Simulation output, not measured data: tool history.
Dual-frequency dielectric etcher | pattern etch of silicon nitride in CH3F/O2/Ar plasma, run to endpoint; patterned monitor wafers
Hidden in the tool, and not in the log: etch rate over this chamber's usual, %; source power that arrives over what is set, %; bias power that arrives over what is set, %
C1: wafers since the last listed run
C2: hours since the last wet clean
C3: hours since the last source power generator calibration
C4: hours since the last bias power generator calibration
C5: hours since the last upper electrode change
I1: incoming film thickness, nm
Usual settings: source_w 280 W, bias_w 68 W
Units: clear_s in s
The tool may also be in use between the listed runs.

{"run": 1, "hour": 0.0, "source_w": 280, "bias_w": 57, "C1": 0, "C2": 316.6, "C3": 4006.1, "C4": 2355.1, "C5": 4617.8, "I1": 60.1, "clear_s": 104.8}
{"run": 2, "hour": 69.9, "source_w": 280, "bias_w": 57, "C1": 682, "C2": 386.5, "C3": 4076.0, "C4": 2425.0, "C5": 4687.7, "I1": 60.5, "clear_s": 106.1}
{"run": 3, "hour": 101.1, "source_w": 300, "bias_w": 54, "C1": 304, "C2": 417.7, "C3": 4107.2, "C4": 2456.2, "C5": 4718.9, "I1": 60.6, "clear_s": 106.2}
{"run": 4, "hour": 142.1, "source_w": 300, "bias_w": 54, "C1": 400, "C2": 458.7, "C3": 4148.2, "C4": 2497.2, "C5": 4759.9, "I1": 60.7, "clear_s": 106.9}
{"run": 5, "hour": 200.2, "source_w": 280, "bias_w": 68, "C1": 567, "C2": 516.8, "C3": 4206.3, "C4": 2555.3, "C5": 4818.0, "I1": 61.0, "clear_s": 100.1}
{"run": 6, "hour": 227.1, "source_w": 280, "bias_w": 68, "C1": 262, "C2": 543.7, "C3": 4233.2, "C4": 2582.2, "C5": 4844.9, "I1": 60.4, "clear_s": 99.7}
{"hour": 285.0, "done": "wet clean of the chamber"}
{"run": 7, "hour": 285.5, "source_w": 280, "bias_w": 68, "C1": 335, "C2": 0.5, "C3": 4291.6, "C4": 2640.6, "C5": 4903.3, "I1": 60.4, "clear_s": 98.4}
{"run": 8, "hour": 294.0, "source_w": 330, "bias_w": 68, "C1": 82, "C2": 9.0, "C3": 4300.1, "C4": 2649.1, "C5": 4911.8, "I1": 61.1, "clear_s": 95.6}
{"run": 9, "hour": 364.5, "source_w": 330, "bias_w": 68, "C1": 688, "C2": 79.5, "C3": 4370.6, "C4": 2719.6, "C5": 4982.3, "I1": 60.8, "clear_s": 95.6}
{"run": 10, "hour": 433.2, "source_w": 230, "bias_w": 68, "C1": 670, "C2": 148.2, "C3": 4439.3, "C4": 2788.3, "C5": 5051.0, "I1": 61.2, "clear_s": 104.0}
{"run": 11, "hour": 464.0, "source_w": 230, "bias_w": 68, "C1": 300, "C2": 179.0, "C3": 4470.1, "C4": 2819.1, "C5": 5081.8, "I1": 60.7, "clear_s": 103.7}
{"run": 12, "hour": 529.0, "source_w": 230, "bias_w": 68, "C1": 634, "C2": 244.0, "C3": 4535.1, "C4": 2884.1, "C5": 5146.8, "I1": 60.4, "clear_s": 103.6}
{"run": 13, "hour": 732.4, "source_w": 280, "bias_w": 68, "C1": 1985, "C2": 447.4, "C3": 4738.5, "C4": 3087.5, "C5": 5350.2, "I1": 60.8, "clear_s": 99.9}
{"run": 14, "hour": 771.1, "source_w": 280, "bias_w": 68, "C1": 377, "C2": 486.1, "C3": 4777.2, "C4": 3126.2, "C5": 5388.9, "I1": 61.0, "clear_s": 100.1}
{"run": 15, "hour": 828.5, "source_w": 280, "bias_w": 78, "C1": 560, "C2": 543.5, "C3": 4834.6, "C4": 3183.6, "C5": 5446.3, "I1": 60.3, "clear_s": 94.5}
{"run": 16, "hour": 874.0, "source_w": 280, "bias_w": 78, "C1": 444, "C2": 589.0, "C3": 4880.1, "C4": 3229.1, "C5": 5491.8, "I1": 60.2, "clear_s": 94.1}
{"run": 17, "hour": 907.4, "source_w": 280, "bias_w": 78, "C1": 326, "C2": 622.4, "C3": 4913.5, "C4": 3262.5, "C5": 5525.2, "I1": 60.5, "clear_s": 94.6}
{"hour": 914.6, "done": "source power generator calibrated"}
{"hour": 960.8, "done": "wet clean of the chamber"}
{"run": 18, "hour": 963.8, "source_w": 280, "bias_w": 68, "C1": 277, "C2": 3.0, "C3": 49.2, "C4": 3318.9, "C5": 5581.6, "I1": 60.4, "clear_s": 98.6}
{"run": 19, "hour": 994.8, "source_w": 210, "bias_w": 73, "C1": 302, "C2": 34.0, "C3": 80.2, "C4": 3349.9, "C5": 5612.6, "I1": 60.6, "clear_s": 102.5}
{"run": 20, "hour": 1035.9, "source_w": 300, "bias_w": 68, "C1": 401, "C2": 75.1, "C3": 121.3, "C4": 3391.0, "C5": 5653.7, "I1": 60.1, "clear_s": 96.9}
{"run": 21, "hour": 1060.8, "source_w": 240, "bias_w": 78, "C1": 243, "C2": 100.0, "C3": 146.2, "C4": 3415.9, "C5": 5678.6, "I1": 60.2, "clear_s": 96.7}
{"run": 22, "hour": 1118.7, "source_w": 280, "bias_w": 68, "C1": 565, "C2": 157.9, "C3": 204.1, "C4": 3473.8, "C5": 5736.5, "I1": 60.0, "clear_s": 98.4}
{"hour": 1156.1, "done": "upper electrode replaced"}
{"run": 23, "hour": 1161.2, "source_w": 300, "bias_w": 54, "C1": 180, "C2": 200.4, "C3": 246.6, "C4": 3516.3, "C5": 5.1, "I1": 60.3, "clear_s": 106.5}
{"hour": 1181.5, "done": "bias power generator calibrated"}
{"run": 24, "hour": 1219.1, "source_w": 320, "bias_w": 73, "C1": 526, "C2": 258.3, "C3": 304.5, "C4": 37.6, "C5": 63.0, "I1": 61.0, "clear_s": 93.2}
{"run": 25, "hour": 1263.0, "source_w": 340, "bias_w": 61, "C1": 428, "C2": 302.2, "C3": 348.4, "C4": 81.5, "C5": 106.9, "I1": 60.1, "clear_s": 97.4}
{"run": 26, "hour": 1314.1, "source_w": 280, "bias_w": 68, "C1": 498, "C2": 353.3, "C3": 399.5, "C4": 132.6, "C5": 158.0, "I1": 60.7, "clear_s": 98.5}
{"run": 27, "hour": 1354.2, "source_w": 320, "bias_w": 68, "C1": 391, "C2": 393.4, "C3": 439.6, "C4": 172.7, "C5": 198.1, "I1": 60.5, "clear_s": 95.6}
{"run": 28, "hour": 1405.9, "source_w": 260, "bias_w": 68, "C1": 504, "C2": 445.1, "C3": 491.3, "C4": 224.4, "C5": 249.8, "I1": 60.6, "clear_s": 100.4}
{"run": 29, "hour": 1452.7, "source_w": 230, "bias_w": 74, "C1": 456, "C2": 491.9, "C3": 538.1, "C4": 271.2, "C5": 296.6, "I1": 60.6, "clear_s": 99.6}
{"run": 30, "hour": 1493.8, "source_w": 280, "bias_w": 68, "C1": 401, "C2": 533.0, "C3": 579.2, "C4": 312.3, "C5": 337.7, "I1": 60.5, "clear_s": 98.7}
{"run": 31, "hour": 1551.2, "source_w": 280, "bias_w": 68, "C1": 560, "C2": 590.4, "C3": 636.6, "C4": 369.7, "C5": 395.1, "I1": 59.9, "clear_s": 97.7}
{"hour": 1578.1, "done": "wet clean of the chamber"}
{"run": 32, "hour": 1615.8, "source_w": 280, "bias_w": 68, "C1": 396, "C2": 37.7, "C3": 701.2, "C4": 434.3, "C5": 459.7, "I1": 60.6, "clear_s": 97.8}
{"run": 33, "hour": 1661.0, "source_w": 350, "bias_w": 68, "C1": 441, "C2": 82.9, "C3": 746.4, "C4": 479.5, "C5": 504.9, "I1": 60.7, "clear_s": 93.1}
{"run": 34, "hour": 1728.1, "source_w": 320, "bias_w": 74, "C1": 655, "C2": 150.0, "C3": 813.5, "C4": 546.6, "C5": 572.0, "I1": 60.5, "clear_s": 91.2}
{"run": 35, "hour": 1795.8, "source_w": 220, "bias_w": 62, "C1": 660, "C2": 217.7, "C3": 881.2, "C4": 614.3, "C5": 639.7, "I1": 60.0, "clear_s": 105.5}
{"run": 36, "hour": 1897.4, "source_w": 280, "bias_w": 80, "C1": 991, "C2": 319.3, "C3": 982.8, "C4": 715.9, "C5": 741.3, "I1": 60.4, "clear_s": 92.3}

The tool's hidden state at each run:
source power that arrives over what is set, %: 0 in every run
H1: etch rate over this chamber's usual, %
H2: bias power that arrives over what is set, %
run=1 H1=-0.724 H2=-2.48
run=2 H1=-0.861 H2=-2.59
run=3 H1=-0.921 H2=-2.64
run=4 H1=-1 H2=-2.7
run=5 H1=-1.11 H2=-2.8
run=6 H1=-1.17 H2=-2.85
run=7 H1=0.187 H2=-2.95
run=8 H1=0.171 H2=-2.96
run=9 H1=0.0335 H2=-3.09
run=10 H1=-0.1 H2=-3.21
run=11 H1=-0.16 H2=-3.27
run=12 H1=-0.287 H2=-3.39
run=13 H1=-0.683 H2=-3.79
run=14 H1=-0.758 H2=-3.87
run=15 H1=-0.87 H2=-3.99
run=16 H1=-0.959 H2=-4.08
run=17 H1=-1.02 H2=-4.15
run=18 H1=0.0674 H2=-4.28
run=19 H1=0.00701 H2=-4.34
run=20 H1=-0.073 H2=-4.43
run=21 H1=-0.122 H2=-4.49
run=22 H1=-0.234 H2=-4.62
run=23 H1=-0.317 H2=-4.72
run=24 H1=-0.43 H2=-0.333
run=25 H1=-0.515 H2=-0.335
run=26 H1=-0.615 H2=-0.339
run=27 H1=-0.693 H2=-0.343
run=28 H1=-0.794 H2=-0.349
run=29 H1=-0.885 H2=-0.357
run=30 H1=-0.965 H2=-0.365
run=31 H1=-1.08 H2=-0.378
run=32 H1=0.0344 H2=-0.395
run=33 H1=-0.0536 H2=-0.409
run=34 H1=-0.184 H2=-0.431
run=35 H1=-0.316 H2=-0.457
run=36 H1=-0.514 H2=-0.501

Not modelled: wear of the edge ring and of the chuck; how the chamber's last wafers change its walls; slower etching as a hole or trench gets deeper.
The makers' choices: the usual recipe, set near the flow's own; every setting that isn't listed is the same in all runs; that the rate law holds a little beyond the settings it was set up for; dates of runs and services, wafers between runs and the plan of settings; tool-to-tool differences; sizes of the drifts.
